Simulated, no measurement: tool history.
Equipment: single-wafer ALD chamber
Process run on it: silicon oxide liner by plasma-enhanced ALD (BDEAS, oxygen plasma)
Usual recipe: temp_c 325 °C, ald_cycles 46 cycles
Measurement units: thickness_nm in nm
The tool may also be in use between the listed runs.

run    hour  temp_c  ald_cycles  read-back reference wafer on the same gauge, thickness_nm  thickness_nm
  1       0     325          46                                                      3.503         4.238
  2    48.5     325          46                                                      3.502         4.237
  3   151.1     313          42                                                        3.5         3.967
  4   188.7     313          42                                                      3.501          3.97
  5   282.4     336          46                                                      3.502         4.194
  6   342.7     325          46                                                      3.503         4.274
  7   413.8     325          46                                                      3.502         4.261
  8   480.9     325          46                                                      3.502          4.24
  9   577.6     325          52                                                      3.503         4.808
 10   657.8     325          52                                                      3.502         4.796
 11   757.7     325          52                                                        3.5         4.801
 12   802.5     325          46                                                      3.499         4.244
 13   846.1     325          46                                                      3.502         4.243
 14   897.7     325          46                                                      3.496         4.211
 15  1001.8     325          46                                                      3.498         4.224
 16  1055.1     325          46                                                      3.501         4.224
 17  1097.7     325          46                                                      3.501          4.24
 18    1346     325          46                                                      3.501         4.237
 19  1409.5     325          46                                                      3.501         4.239
 20  1486.2     325          46                                                      3.498         4.245
 21  1526.7     315          38                                                      3.503         3.567
 22  1595.2     325          46                                                        3.5         4.254
 23  1669.1     325          46                                                      3.503         4.249
 24  1775.9     339          43                                                        3.5         3.884
 25  1897.8     340          48                                                      3.499         4.325
 26  2005.1     330          40                                                      3.501         3.657
 27  2082.4     325          51                                                        3.5         4.697
 28  2180.5     337          49                                                      3.502         4.414
 29  2245.4     325          46                                                      3.498         4.222
 30  2317.6     331          52                                                      3.501         4.735
 31  2411.3     338          48                                                        3.5         4.312
 32  2481.8     325          54                                                      3.501         4.967
 33    2545     325          46                                                      3.501         4.203
 34  2620.3     329          53                                                      3.502         4.842
 35    2673     319          37                                                      3.499         3.447
 36  2769.7     317          40                                                      3.498         3.732
 37  2867.6     313          42                                                      3.502         3.989
 38  2930.6     320          46                                                      3.495         4.318

Withheld: 4 entries from between the runs. Position of each, and hidden state at the listed run before versus the listed run after:
Run 2 -> run 3: thermocouple changed; heater temperature recalibrated (hour 141.3)
  wafer temperature above the value expected at the setpoint (K): 5.75 -> 0.317
  measured value less the no-hidden-state value, thickness_nm: -0.041 -> -0.002 nm
Run 21 -> run 22: thermocouple changed; heater temperature recalibrated (hour 1593.6)
  wafer temperature above the value expected at the setpoint (K): 6.24 -> 1.24
  measured value less the no-hidden-state value, thickness_nm: -0.036 -> -0.009 nm
Run 22 -> run 23: gauge calibrated (hour 1664.3)
  wafer temperature above the value expected at the setpoint (K): 1.24 -> 2.23
  measured value less the no-hidden-state value, thickness_nm: -0.009 -> -0.016 nm
Run 36 -> run 37: thermocouple changed; heater temperature recalibrated (hour 2822.1)
  wafer temperature above the value expected at the setpoint (K): 7.12 -> -0.127
  measured value less the no-hidden-state value, thickness_nm: -0.043 -> +0.001 nm

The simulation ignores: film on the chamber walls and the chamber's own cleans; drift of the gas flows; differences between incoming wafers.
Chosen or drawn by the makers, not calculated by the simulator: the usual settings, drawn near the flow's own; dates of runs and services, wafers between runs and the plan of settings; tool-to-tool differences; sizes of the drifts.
